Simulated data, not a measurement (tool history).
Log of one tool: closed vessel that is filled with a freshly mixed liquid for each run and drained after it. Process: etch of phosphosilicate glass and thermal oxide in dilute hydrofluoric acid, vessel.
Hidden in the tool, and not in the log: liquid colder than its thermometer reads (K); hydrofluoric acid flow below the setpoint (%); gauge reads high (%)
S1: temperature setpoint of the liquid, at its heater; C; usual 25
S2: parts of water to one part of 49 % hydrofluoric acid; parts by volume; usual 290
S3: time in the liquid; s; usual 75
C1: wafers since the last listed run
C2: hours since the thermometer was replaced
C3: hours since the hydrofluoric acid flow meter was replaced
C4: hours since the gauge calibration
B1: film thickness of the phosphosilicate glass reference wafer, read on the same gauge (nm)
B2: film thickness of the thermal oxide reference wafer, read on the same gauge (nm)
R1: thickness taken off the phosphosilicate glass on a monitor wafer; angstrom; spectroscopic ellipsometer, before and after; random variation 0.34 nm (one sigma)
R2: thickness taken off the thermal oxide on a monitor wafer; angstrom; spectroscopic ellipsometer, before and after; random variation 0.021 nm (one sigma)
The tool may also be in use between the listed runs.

Run 1, hour 0: usual settings but S3 55 s; C1 0; C2 1303.9; C3 968.4; C4 615.7; B1 50.01; B2 29.968. Result: R1 339.2 angstrom, R2 6.88 angstrom.
Run 2, hour 42.9: usual settings but S3 55 s; C1 6311; C2 1346.8; C3 1011.3; C4 658.6; B1 49.97; B2 30.002. Result: R1 341 angstrom, R2 6.7 angstrom.
Run 3, hour 91.9: usual settings; C1 7209; C2 1395.8; C3 1060.3; C4 707.6; B1 50; B2 29.999. Result: R1 472 angstrom, R2 9.46 angstrom.
Run 4, hour 150: usual settings; C1 8548; C2 1453.9; C3 1118.4; C4 765.7; B1 49.99; B2 29.994. Result: R1 464.3 angstrom, R2 8.99 angstrom.
Run 5, hour 198.8: usual settings but S1 27 C; C1 7180; C2 1502.7; C3 1167.2; C4 814.5; B1 49.95; B2 30.006. Result: R1 500.6 angstrom, R2 9.94 angstrom.
Run 6, hour 234.8: usual settings; C1 5296; C2 1538.7; C3 1203.2; C4 850.5; B1 50.01; B2 29.989. Result: R1 461.7 angstrom, R2 9.12 angstrom.
Run 7, hour 264.6: usual settings; C1 4384; C2 1568.5; C3 1233; C4 880.3; B1 50; B2 29.981. Result: R1 465.5 angstrom, R2 9.06 angstrom.
Run 8, hour 333.7: usual settings but S2 390 parts by volume; C1 10166; C2 1637.6; C3 1302.1; C4 949.4; B1 50.01; B2 29.999. Result: R1 312.8 angstrom, R2 6.14 angstrom.
Run 9, hour 372.7: usual settings but S2 390 parts by volume; C1 5738; C2 1676.6; C3 1341.1; C4 988.4; B1 49.98; B2 30.013. Result: R1 308.9 angstrom, R2 6.15 angstrom.
At hour 461.5: thermometer replaced.
Run 10, hour 498.5: usual settings; C1 18362; C2 37; C3 1466.9; C4 1114.2; B1 49.98; B2 30.013. Result: R1 443.1 angstrom, R2 8.85 angstrom.
At hour 550.8: hydrofluoric acid flow meter replaced.
Run 11, hour 567.9: usual settings but S2 165 parts by volume, S3 100 s; C1 10063; C2 106.4; C3 17.1; C4 1183.6; B1 49.99; B2 29.984. Result: R1 1163.6 angstrom, R2 23.64 angstrom.
Run 12, hour 633.7: usual settings; C1 9681; C2 172.2; C3 82.9; C4 1249.4; B1 50; B2 29.982. Result: R1 445.6 angstrom, R2 8.72 angstrom.
Run 13, hour 673.3: usual settings; C1 5826; C2 211.8; C3 122.5; C4 1289; B1 49.98; B2 30.019. Result: R1 438.1 angstrom, R2 8.65 angstrom.
Run 14, hour 740.4: usual settings but S2 400 parts by volume; C1 9872; C2 278.9; C3 189.6; C4 1356.1; B1 49.99; B2 29.979. Result: R1 289.5 angstrom, R2 5.7 angstrom.
At hour 746.1: thermometer replaced, repeated, since the last time left the tool worse.
Run 15, hour 781.8: usual settings but S2 210 parts by volume; C1 5944; C2 35.7; C3 231; C4 1397.5; B1 50.03; B2 29.985. Result: R1 728.7 angstrom, R2 14.78 angstrom.
Run 16, hour 814.9: usual settings; C1 4870; C2 68.8; C3 264.1; C4 1430.6; B1 49.98; B2 29.994. Result: R1 481.8 angstrom, R2 9.58 angstrom.
Run 17, hour 879.2: usual settings but S2 410 parts by volume; C1 9460; C2 133.1; C3 328.4; C4 1494.9; B1 50.01; B2 29.98. Result: R1 306.7 angstrom, R2 5.85 angstrom.
Run 18, hour 942.5: usual settings but S1 23.5 C, S2 355 parts by volume, S3 115 s; C1 9313; C2 196.4; C3 391.7; C4 1558.2; B1 50.01; B2 30.006. Result: R1 539.9 angstrom, R2 10.47 angstrom.
Run 19, hour 967.1: usual settings but S1 22 C, S3 50 s; C1 3619; C2 221; C3 416.3; C4 1582.8; B1 49.98; B2 29.968. Result: R1 288 angstrom, R2 5.79 angstrom.
At hour 973.7: gauge calibrated.
Run 20, hour 1014.8: usual settings but S1 23.5 C, S2 250 parts by volume, S3 35 s; C1 7018; C2 268.7; C3 464; C4 41.1; B1 49.98; B2 29.963. Result: R1 258.6 angstrom, R2 5.22 angstrom.
Run 21, hour 1220.2: usual settings but S1 28.5 C, S2 200 parts by volume, S3 105 s; C1 30220; C2 474.1; C3 669.4; C4 246.5; B1 49.95; B2 30.004. Result: R1 1227.6 angstrom, R2 23.96 angstrom.
Run 22, hour 1254.9: usual settings but S1 20.5 C, S2 345 parts by volume, S3 115 s; C1 5105; C2 508.8; C3 704.1; C4 281.2; B1 49.95; B2 30.002. Result: R1 504.1 angstrom, R2 9.93 angstrom.

Forecast run 23:
Run 23, hour 1298.5: usual settings but S1 29.5 C, S2 395 parts by volume, S3 110 s; C1 6414; C2 552.4; C3 747.7; C4 324.8; B1 ?; B2 ?. Result: R1 ?, R2 ?.

{"run 23": {"B1": 50.02, "B2": 30.031, "R1": 539.9, "R2": 10.88}}
Without the tool's hidden state the same run would have given R1 552.6 angstrom, R2 11.13 angstrom.

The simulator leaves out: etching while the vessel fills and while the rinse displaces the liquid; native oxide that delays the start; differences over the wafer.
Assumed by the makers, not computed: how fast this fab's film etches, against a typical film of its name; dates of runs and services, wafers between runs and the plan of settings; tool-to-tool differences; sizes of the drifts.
